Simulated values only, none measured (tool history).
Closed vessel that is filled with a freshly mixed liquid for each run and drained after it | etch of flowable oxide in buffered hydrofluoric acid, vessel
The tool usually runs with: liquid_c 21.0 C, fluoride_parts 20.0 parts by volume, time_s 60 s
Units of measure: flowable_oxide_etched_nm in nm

run,hour,liquid_c,fluoride_parts,time_s,"read-back film thickness of the flowable oxide reference wafer, read on the same gauge (nm)",flowable_oxide_etched_nm
1,0.0,24.5,20.0,60,139.97,87.94
2,27.5,24.5,20.0,60,139.94,87.94
3,51.5,24.5,20.0,60,139.99,87.44
4,75.8,21.0,20.0,80,139.99,95.89
5,97.9,21.0,20.0,80,140.01,96.63
6,119.3,21.0,25.0,60,140.01,61.09
7,145.5,21.0,25.0,60,139.99,61.19
8,171.4,21.0,20.0,60,140.02,71.81
9,196.4,21.0,20.0,60,140.04,71.54
10,224.1,18.5,20.0,60,140.00,61.40
11,243.4,18.5,20.0,60,139.99,61.95
12,269.0,18.5,20.0,60,139.99,62.08
13,291.8,21.0,24.5,60,140.02,61.74
# hour 319.8: gauge calibrated
14,324.4,21.0,20.0,60,140.00,70.63
15,355.8,21.0,20.0,35,140.07,40.85
16,369.4,21.0,20.0,40,140.06,46.89
17,387.9,21.0,15.5,60,139.98,90.23
# hour 393.3: hydrofluoric acid flow meter replaced
18,427.6,21.0,16.0,30,139.98,43.86
19,457.2,21.0,20.0,60,140.00,69.61
# hour 469.7: thermometer replaced
20,472.7,17.0,18.0,80,140.04,90.90
21,502.6,19.0,15.5,80,139.98,116.96
22,527.2,21.0,26.5,50,139.96,51.95
23,554.2,21.0,17.5,40,140.00,58.19
24,576.3,23.5,24.5,95,140.07,119.86
25,591.0,21.0,24.5,95,140.00,103.96
26,613.7,21.0,20.0,60,139.94,76.04

Branching from run 26: 4 alternative next runs. What would each branch give?
A,614.4,21.0,20.0,60,?,?
B,614.4,25.5,23.0,60,?,?
C,614.4,24.0,20.0,60,?,?
D,614.4,21.0,27.0,35,?,?

run,"read-back film thickness of the flowable oxide reference wafer, read on the same gauge (nm)",flowable_oxide_etched_nm
A,140.01,76.64
B,140.01,89.24
C,140.01,90.51
D,140.01,36.34
Without the tool's hidden state the same runs would have given:
run,flowable_oxide_etched_nm
A,78.77
B,91.65
C,92.97
D,37.35

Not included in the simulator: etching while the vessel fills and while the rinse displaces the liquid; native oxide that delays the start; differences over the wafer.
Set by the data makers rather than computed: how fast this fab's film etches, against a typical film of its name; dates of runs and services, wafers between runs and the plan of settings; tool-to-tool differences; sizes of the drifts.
